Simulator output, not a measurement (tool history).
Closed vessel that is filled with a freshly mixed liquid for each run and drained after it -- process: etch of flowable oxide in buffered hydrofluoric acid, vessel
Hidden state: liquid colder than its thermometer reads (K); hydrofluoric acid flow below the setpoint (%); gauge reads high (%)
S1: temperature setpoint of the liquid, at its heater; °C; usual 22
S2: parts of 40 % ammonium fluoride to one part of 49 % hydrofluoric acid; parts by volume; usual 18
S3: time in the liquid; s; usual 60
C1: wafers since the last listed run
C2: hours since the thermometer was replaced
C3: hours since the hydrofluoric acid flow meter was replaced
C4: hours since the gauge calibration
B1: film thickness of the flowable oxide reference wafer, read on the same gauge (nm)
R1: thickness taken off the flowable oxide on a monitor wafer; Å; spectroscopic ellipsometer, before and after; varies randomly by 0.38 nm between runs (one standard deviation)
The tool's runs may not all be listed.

{"run": 1, "hour": 0.0, "S1": 22, "S2": 18, "S3": 60, "C1": 0, "C2": 1069.1, "C3": 612.8, "C4": 4363.1, "B1": 125.5, "R1": 832.6}
{"run": 2, "hour": 46.8, "S1": 22, "S2": 18, "S3": 45, "C1": 3366, "C2": 1115.9, "C3": 659.6, "C4": 4409.9, "B1": 125.41, "R1": 623.6}
{"run": 3, "hour": 131.2, "S1": 22, "S2": 20.5, "S3": 60, "C1": 6071, "C2": 1200.3, "C3": 744, "C4": 4494.3, "B1": 125.21, "R1": 739.7}
{"hour": 175.0, "done": "thermometer replaced"}
{"hour": 189.2, "done": "gauge calibrated"}
{"run": 4, "hour": 203.7, "S1": 22, "S2": 20.5, "S3": 60, "C1": 5143, "C2": 28.7, "C3": 816.5, "C4": 14.5, "B1": 129.37, "R1": 759.8}
{"run": 5, "hour": 289.1, "S1": 22, "S2": 20.5, "S3": 60, "C1": 6143, "C2": 114.1, "C3": 901.9, "C4": 99.9, "B1": 129.38, "R1": 758}
{"run": 6, "hour": 345.6, "S1": 22, "S2": 16.5, "S3": 60, "C1": 4064, "C2": 170.6, "C3": 958.4, "C4": 156.4, "B1": 129.35, "R1": 935.2}
{"run": 7, "hour": 448.7, "S1": 22, "S2": 18, "S3": 60, "C1": 7416, "C2": 273.7, "C3": 1061.5, "C4": 259.5, "B1": 129.32, "R1": 861.6}
{"run": 8, "hour": 535.6, "S1": 22, "S2": 18, "S3": 60, "C1": 6251, "C2": 360.6, "C3": 1148.4, "C4": 346.4, "B1": 129.36, "R1": 858.1}
{"run": 9, "hour": 627.1, "S1": 22, "S2": 18, "S3": 60, "C1": 6582, "C2": 452.1, "C3": 1239.9, "C4": 437.9, "B1": 129.32, "R1": 853.6}
{"run": 10, "hour": 728.1, "S1": 22, "S2": 18, "S3": 60, "C1": 7265, "C2": 553.1, "C3": 1340.9, "C4": 538.9, "B1": 129.28, "R1": 855.7}
{"run": 11, "hour": 801.9, "S1": 22, "S2": 20.5, "S3": 60, "C1": 5309, "C2": 626.9, "C3": 1414.7, "C4": 612.7, "B1": 129.3, "R1": 752.4}
{"run": 12, "hour": 894.4, "S1": 22, "S2": 25, "S3": 60, "C1": 6654, "C2": 719.4, "C3": 1507.2, "C4": 705.2, "B1": 129.25, "R1": 659.5}
{"run": 13, "hour": 979.8, "S1": 18.5, "S2": 21.5, "S3": 45, "C1": 6143, "C2": 804.8, "C3": 1592.6, "C4": 790.6, "B1": 129.22, "R1": 454.1}
{"run": 14, "hour": 1036.9, "S1": 22, "S2": 18, "S3": 60, "C1": 4107, "C2": 861.9, "C3": 1649.7, "C4": 847.7, "B1": 129.18, "R1": 864.4}
{"run": 15, "hour": 1085.5, "S1": 20.5, "S2": 24.5, "S3": 75, "C1": 3496, "C2": 910.5, "C3": 1698.3, "C4": 896.3, "B1": 129.19, "R1": 772.4}
{"hour": 1123.6, "done": "hydrofluoric acid flow meter replaced"}
{"run": 16, "hour": 1154.8, "S1": 24.5, "S2": 13, "S3": 90, "C1": 4913, "C2": 979.8, "C3": 31.2, "C4": 965.6, "B1": 129.15, "R1": 2030.1}
{"run": 17, "hour": 1248.3, "S1": 25.5, "S2": 15.5, "S3": 70, "C1": 6726, "C2": 1073.3, "C3": 124.7, "C4": 1059.1, "B1": 129.09, "R1": 1416.3}
{"run": 18, "hour": 1422.5, "S1": 19, "S2": 18, "S3": 60, "C1": 12531, "C2": 1247.5, "C3": 298.9, "C4": 1233.3, "B1": 128.98, "R1": 722.2}
{"run": 19, "hour": 1482.8, "S1": 22, "S2": 16, "S3": 45, "C1": 4337, "C2": 1307.8, "C3": 359.2, "C4": 1293.6, "B1": 128.92, "R1": 722.5}
{"run": 20, "hour": 1576.5, "S1": 22, "S2": 18, "S3": 60, "C1": 6740, "C2": 1401.5, "C3": 452.9, "C4": 1387.3, "B1": 128.91, "R1": 848.1}
{"hour": 1612.2, "done": "thermometer replaced"}
{"run": 21, "hour": 1635.9, "S1": 25.5, "S2": 14.5, "S3": 60, "C1": 4201, "C2": 23.7, "C3": 512.3, "C4": 1446.7, "B1": 128.84, "R1": 1285.8}
{"run": 22, "hour": 1734.8, "S1": 22, "S2": 21, "S3": 30, "C1": 7114, "C2": 122.6, "C3": 611.2, "C4": 1545.6, "B1": 128.74, "R1": 373.8}
{"run": 23, "hour": 1774.7, "S1": 22, "S2": 18, "S3": 60, "C1": 2870, "C2": 162.5, "C3": 651.1, "C4": 1585.5, "B1": 128.77, "R1": 859.8}
{"run": 24, "hour": 1840.7, "S1": 26.5, "S2": 15.5, "S3": 50, "C1": 4747, "C2": 228.5, "C3": 717.1, "C4": 1651.5, "B1": 128.67, "R1": 1054.7}
{"run": 25, "hour": 1891.8, "S1": 22, "S2": 21, "S3": 30, "C1": 3676, "C2": 279.6, "C3": 768.2, "C4": 1702.6, "B1": 128.65, "R1": 372.1}
{"run": 26, "hour": 1946.2, "S1": 22, "S2": 18, "S3": 60, "C1": 3913, "C2": 334, "C3": 822.6, "C4": 1757, "B1": 128.59, "R1": 854.1}
{"run": 27, "hour": 2023.3, "S1": 25.5, "S2": 13, "S3": 30, "C1": 5546, "C2": 411.1, "C3": 899.7, "C4": 1834.1, "B1": 128.55, "R1": 707.5}

Run 28 comes next. What will it give?
{"run": 28, "hour": 2102.8, "S1": 24.5, "S2": 23.5, "S3": 60, "C1": 5719, "C2": 490.6, "C3": 979.2, "C4": 1913.6, "B1": "?", "R1": "?"}

B1: 128.46
R1: 796 Å
Minus the tool's unlogged condition, the same run would have read R1 805.5 Å.
